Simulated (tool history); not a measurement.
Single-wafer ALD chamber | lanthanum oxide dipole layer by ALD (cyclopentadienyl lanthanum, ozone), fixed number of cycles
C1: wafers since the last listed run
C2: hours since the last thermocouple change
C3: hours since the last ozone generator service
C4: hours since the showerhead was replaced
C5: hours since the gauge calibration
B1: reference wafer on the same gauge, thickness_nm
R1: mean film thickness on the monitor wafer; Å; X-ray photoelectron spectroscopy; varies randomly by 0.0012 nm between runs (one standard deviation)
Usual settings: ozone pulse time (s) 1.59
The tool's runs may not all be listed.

run 1 hour=0 | ozone_pulse_time_(s)=1.26 | C1=0 C2=948.8 C3=1183.8 C4=7887.5 C5=253.2 | B1=0.479 | R1=4.82
run 2 hour=53.1 | ozone_pulse_time_(s)=1.88 | C1=842 C2=1001.9 C3=1236.9 C4=7940.6 C5=306.3 | B1=0.479 | R1=5.1
run 3 hour=78.9 | ozone_pulse_time_(s)=1.88 | C1=409 C2=1027.7 C3=1262.7 C4=7966.4 C5=332.1 | B1=0.479 | R1=5.11
run 4 hour=144.8 | ozone_pulse_time_(s)=1.88 | C1=1045 C2=1093.6 C3=1328.6 C4=8032.3 C5=398 | B1=0.479 | R1=5.11
run 5 hour=215.8 | ozone_pulse_time_(s)=1.72 | C1=1126 C2=1164.6 C3=1399.6 C4=8103.3 C5=469 | B1=0.479 | R1=5.07
-- hour=307.6 ozone generator serviced
run 6 hour=393.6 | ozone_pulse_time_(s)=1.72 | C1=2694 C2=1342.4 C3=86 C4=8281.1 C5=646.8 | B1=0.479 | R1=5.07
-- hour=437.9 thermocouple changed; heater temperature recalibrated
-- hour=441.9 showerhead replaced
run 7 hour=503.4 | ozone_pulse_time_(s)=1.72 | C1=1553 C2=65.5 C3=195.8 C4=61.5 C5=756.6 | B1=0.479 | R1=5.08
run 8 hour=528.5 | ozone_pulse_time_(s)=1.17 | C1=398 C2=90.6 C3=220.9 C4=86.6 C5=781.7 | B1=0.479 | R1=4.74
run 9 hour=576 | ozone_pulse_time_(s)=1.29 | C1=753 C2=138.1 C3=268.4 C4=134.1 C5=829.2 | B1=0.479 | R1=4.84
-- hour=597.3 gauge calibrated
run 10 hour=620.7 | ozone_pulse_time_(s)=1.59 | C1=709 C2=182.8 C3=313.1 C4=178.8 C5=23.4 | B1=0.479 | R1=5.01
run 11 hour=665.7 | ozone_pulse_time_(s)=1.59 | C1=714 C2=227.8 C3=358.1 C4=223.8 C5=68.4 | B1=0.479 | R1=5.03
run 12 hour=722.6 | ozone_pulse_time_(s)=1.88 | C1=903 C2=284.7 C3=415 C4=280.7 C5=125.3 | B1=0.479 | R1=5.11
run 13 hour=793 | ozone_pulse_time_(s)=1.01 | C1=1117 C2=355.1 C3=485.4 C4=351.1 C5=195.7 | B1=0.479 | R1=4.53
run 14 hour=829.2 | ozone_pulse_time_(s)=2.16 | C1=574 C2=391.3 C3=521.6 C4=387.3 C5=231.9 | B1=0.479 | R1=5.17

Here are 3 independent what-if runs from the current tool condition. What would each one return?
run A hour=829.6 | ozone_pulse_time_(s)=1.11 | C1=6 C2=391.7 C3=522 C4=387.7 C5=232.3 | B1=? | R1=?
run B hour=829.6 | ozone_pulse_time_(s)=1.83 | C1=6 C2=391.7 C3=522 C4=387.7 C5=232.3 | B1=? | R1=?
run C hour=829.6 | ozone_pulse_time_(s)=1.99 | C1=6 C2=391.7 C3=522 C4=387.7 C5=232.3 | B1=? | R1=?

run=A B1=0.479 R1=4.67
run=B B1=0.479 R1=5.12
run=C B1=0.479 R1=5.16
Stripped of hidden state, with their random variation kept, the same runs would have yielded:
run=A R1=4.67
run=B R1=5.12
run=C R1=5.16

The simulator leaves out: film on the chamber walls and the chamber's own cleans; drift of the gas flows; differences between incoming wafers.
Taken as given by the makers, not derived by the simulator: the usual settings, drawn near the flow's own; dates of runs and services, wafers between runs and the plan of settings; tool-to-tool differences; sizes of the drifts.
